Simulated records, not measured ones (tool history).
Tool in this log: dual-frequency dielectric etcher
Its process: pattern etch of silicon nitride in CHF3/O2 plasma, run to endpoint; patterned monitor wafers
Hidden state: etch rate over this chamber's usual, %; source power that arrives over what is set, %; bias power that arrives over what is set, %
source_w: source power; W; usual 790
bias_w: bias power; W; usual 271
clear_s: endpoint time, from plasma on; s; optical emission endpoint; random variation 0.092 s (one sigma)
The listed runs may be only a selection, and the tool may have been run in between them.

run    hour  source_w  bias_w  wafers since the last listed run  hours since the last wet clean  hours since the last source power generator calibration  hours since the last bias power generator calibration  hours since the last upper electrode change  incoming incoming film thickness, nm  clear_s
  1       0       790     271                                 0                           198.3                                                   5121.3                                                 1789.1                                       4515.8                                  52.8     28.1
  2    36.9       790     271                               286                           235.2                                                   5158.2                                                   1826                                       4552.7                                  52.6       28
  3      93       790     271                               436                           291.3                                                   5214.3                                                 1882.1                                       4608.8                                  53.2     28.3
  4     164       790     271                               551                           362.3                                                   5285.3                                                 1953.1                                       4679.8                                    53     28.1
  5   198.3       790     271                               266                           396.6                                                   5319.6                                                 1987.4                                       4714.1                                  52.8     27.9
  6   241.7       790     271                               337                             440                                                     5363                                                 2030.8                                       4757.5                                  53.1     28.1
  7     286       790     271                               344                           484.3                                                   5407.3                                                 2075.1                                       4801.8                                  53.4       28
      341.2  -- wet clean of the chamber
  8     347       790     271                               287                             5.8                                                   5468.3                                                 2136.1                                       4862.8                                  52.9     28.7
      367.3  -- source power generator calibrated
  9   410.2       790     217                               460                              69                                                     42.9                                                 2199.3                                         4926                                    53     31.3
 10   464.5       790     217                               422                           123.3                                                     97.2                                                 2253.6                                       4980.3                                  52.8     30.9
 11   492.2       790     217                               215                             151                                                    124.9                                                 2281.3                                         5008                                  53.2     31.2
      502.5  -- bias power generator calibrated
 12   544.2       790     271                               373                             203                                                    176.9                                                   41.7                                         5060                                  53.5     28.1
 13   579.9       890     210                               277                           238.7                                                    212.6                                                   77.4                                       5095.7                                  53.2     29.6
 14   644.5       940     325                               502                           303.3                                                    277.2                                                    142                                       5160.3                                  53.2     24.7
 15   670.5       790     271                               202                           329.3                                                    303.2                                                    168                                       5186.3                                  53.1     27.7
 16   740.6       640     301                               544                           399.4                                                    373.3                                                  238.1                                       5256.4                                    53       28
 17   769.5       850     219                               224                           428.3                                                    402.2                                                    267                                       5285.3                                  52.8     29.1
 18     797       790     295                               213                           455.8                                                    429.7                                                  294.5                                       5312.8                                  53.4       27
 19   829.7       600     300                               254                           488.5                                                    462.4                                                  327.2                                       5345.5                                  53.6     28.7
        902  -- wet clean of the chamber
 20   902.5       720     221                               379                             0.5                                                    535.2                                                    400                                       5418.3                                  52.5     30.9
 21   912.9       720     271                                80                            10.9                                                    545.6                                                  410.4                                       5428.7                                  52.9     29.1
 22   953.6       850     210                               316                            51.6                                                    586.3                                                  451.1                                       5469.4                                  52.6       30
 23   982.8       880     317                               227                            80.8                                                    615.5                                                  480.3                                       5498.6                                    53     25.6
 24  1009.4       890     317                               206                           107.4                                                    642.1                                                  506.9                                       5525.2                                  53.3     25.6
 25  1090.3       790     271                               628                           188.3                                                      723                                                  587.8                                       5606.1                                  53.5       28
     1139.1  -- upper electrode replaced
 26  1144.3       790     271                               233                           242.3                                                      777                                                  641.8                                          5.2                                  52.8     27.8
 27  1168.9       660     251                               191                           266.9                                                    801.6                                                  666.4                                         29.8                                  53.3     30.2
 28  1217.3       940     325                               376                           315.3                                                      850                                                  714.8                                         78.2                                  52.8     24.7
 29  1256.9       640     302                               307                           354.9                                                    889.6                                                  754.4                                        117.8                                  52.7     28.2
 30  1284.1       860     235                               211                           382.1                                                    916.8                                                  781.6                                          145                                  53.8       29
 31  1328.7       850     210                               346                           426.7                                                    961.4                                                  826.2                                        189.6                                  52.8     29.8
     1369.4  -- wet clean of the chamber
 32  1394.6       860     271                               325                            25.2                                                   1027.3                                                  892.1                                        255.5                                  52.5     27.3
 33  1451.4       790     271                               441                              82                                                   1084.1                                                  948.9                                        312.3                                  53.7     28.4
 34  1498.2       950     290                               363                           128.8                                                   1130.9                                                  995.7                                        359.1                                  53.2     26.1
 35  1549.9       650     206                               401                           180.5                                                   1182.6                                                 1047.4                                        410.8                                  53.6     33.1

What differs in the tool's unlogged condition from the final listed run ahead of each entry between runs to the first listed run following it?
From run 7 to run 8: wet clean of the chamber (hour 341.2)
  etch rate over this chamber's usual, %: 3.17 -> -0.0036; bias power that arrives over what is set, %: -4.59 -> -4.72
  measured less the result without the state, clear_s: -0.4 -> +0.5 s
From run 8 to run 9: source power generator calibrated (hour 367.3)
  etch rate over this chamber's usual, %: -0.0036 -> 0.376; bias power that arrives over what is set, %: -4.72 -> -4.86
  measured less the result without the state, clear_s: +0.5 -> +0.5 s
From run 11 to run 12: bias power generator calibrated (hour 502.5)
  etch rate over this chamber's usual, %: 0.868 -> 1.18; bias power that arrives over what is set, %: -5.03 -> 0.165
  measured less the result without the state, clear_s: +0.3 -> -0.3 s
From run 19 to run 20: wet clean of the chamber (hour 902)
  etch rate over this chamber's usual, %: 2.89 -> 0.0415; bias power that arrives over what is set, %: -0.438 -> -0.592
  measured less the result without the state, clear_s: -0.8 -> +0.1 s
From run 25 to run 26: upper electrode replaced (hour 1139.1)
  etch rate over this chamber's usual, %: 1.17 -> 1.49; bias power that arrives over what is set, %: -0.988 -> -1.1
  measured less the result without the state, clear_s: -0.3 -> -0.2 s
From run 31 to run 32: wet clean of the chamber (hour 1369.4)
  etch rate over this chamber's usual, %: 2.6 -> 0.689; bias power that arrives over what is set, %: -1.49 -> -1.63
  measured less the result without the state, clear_s: -0.6 -> +0 s
